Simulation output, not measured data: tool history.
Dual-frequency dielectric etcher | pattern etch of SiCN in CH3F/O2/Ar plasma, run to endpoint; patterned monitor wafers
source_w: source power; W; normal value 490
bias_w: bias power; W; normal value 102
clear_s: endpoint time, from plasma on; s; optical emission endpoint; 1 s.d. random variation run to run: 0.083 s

| run | day | source_w | bias_w | wafers since the last listed run | hours since the last wet clean | hours since the last source power generator calibration | hours since the last bias power generator calibration | hours since the last upper electrode change | incoming incoming film thickness, nm | clear_s |
|---|---|---|---|---|---|---|---|---|---|---|
| 1 | 0.000 | 490 | 90 | 0 | 374.5 | 3459.8 | 3743.6 | 2638.9 | 12.48 | 23.7 |
|  | 3.229 | wet clean of the chamber |
| 2 | 3.250 | 490 | 90 | 782 | 0.5 | 3537.8 | 3821.6 | 2716.9 | 12.66 | 24.7 |
| 3 | 5.971 | 410 | 110 | 945 | 65.8 | 3603.1 | 3886.9 | 2782.2 | 12.51 | 24.6 |
| 4 | 10.462 | 410 | 110 | 1561 | 173.6 | 3710.9 | 3994.7 | 2890.0 | 12.58 | 24.4 |
| 5 | 14.704 | 410 | 110 | 1474 | 275.4 | 3812.7 | 4096.5 | 2991.8 | 12.53 | 24.3 |
| 6 | 16.779 | 490 | 110 | 721 | 325.2 | 3862.5 | 4146.3 | 3041.6 | 12.61 | 22.8 |
|  | 18.100 | source power generator calibrated |
|  | 22.358 | wet clean of the chamber |
| 7 | 24.904 | 490 | 110 | 2418 | 61.1 | 163.3 | 4341.3 | 3236.6 | 12.46 | 22.9 |
| 8 | 26.646 | 490 | 110 | 605 | 102.9 | 205.1 | 4383.1 | 3278.4 | 12.67 | 23.2 |
|  | 27.229 | bias power generator calibrated |
| 9 | 30.817 | 450 | 116 | 1391 | 203.0 | 305.2 | 86.1 | 3378.5 | 12.69 | 23.3 |
| 10 | 33.392 | 390 | 94 | 895 | 264.8 | 367.0 | 147.9 | 3440.3 | 12.61 | 25.9 |
| 11 | 35.179 | 590 | 116 | 621 | 307.7 | 409.9 | 190.8 | 3483.2 | 12.67 | 21.1 |
| 12 | 38.754 | 440 | 119 | 1242 | 393.5 | 495.7 | 276.6 | 3569.0 | 12.59 | 23.0 |
|  | 40.175 | upper electrode replaced |
|  | 40.650 | wet clean of the chamber |
| 13 | 42.988 | 570 | 119 | 959 | 56.1 | 597.3 | 378.2 | 67.5 | 12.52 | 21.4 |
| 14 | 45.533 | 430 | 102 | 884 | 117.2 | 658.4 | 439.3 | 128.6 | 12.50 | 24.6 |
| 15 | 48.029 | 490 | 102 | 867 | 177.1 | 718.3 | 499.2 | 188.5 | 12.63 | 23.7 |
| 16 | 51.804 | 490 | 79 | 1312 | 267.7 | 808.9 | 589.8 | 279.1 | 12.57 | 24.8 |
| 17 | 54.467 | 490 | 125 | 925 | 331.6 | 872.8 | 653.7 | 343.0 | 12.77 | 22.2 |
| 18 | 58.192 | 390 | 112 | 1294 | 421.0 | 962.2 | 743.1 | 432.4 | 12.64 | 24.5 |

For some of the steps in clear_s from one run to the next: how much would appear even if the tool had no hidden state, given the settings, what came in and random variation, and how much remains for the hidden state plus any gauge scatter that the measured result and the result without hidden state don't share?
The hidden state here: etch rate over this chamber's usual, %; source power that arrives over what is set, %; bias power that arrives over what is set, %.
Run 1 -> 2: wet clean of the chamber. clear_s +1.0 s: hidden state +0.7, all else +0.3.
Run 10 -> 11: source_w 390 -> 590, bias_w 94 -> 116. clear_s -4.8 s: hidden state +0.0, all else -4.8.
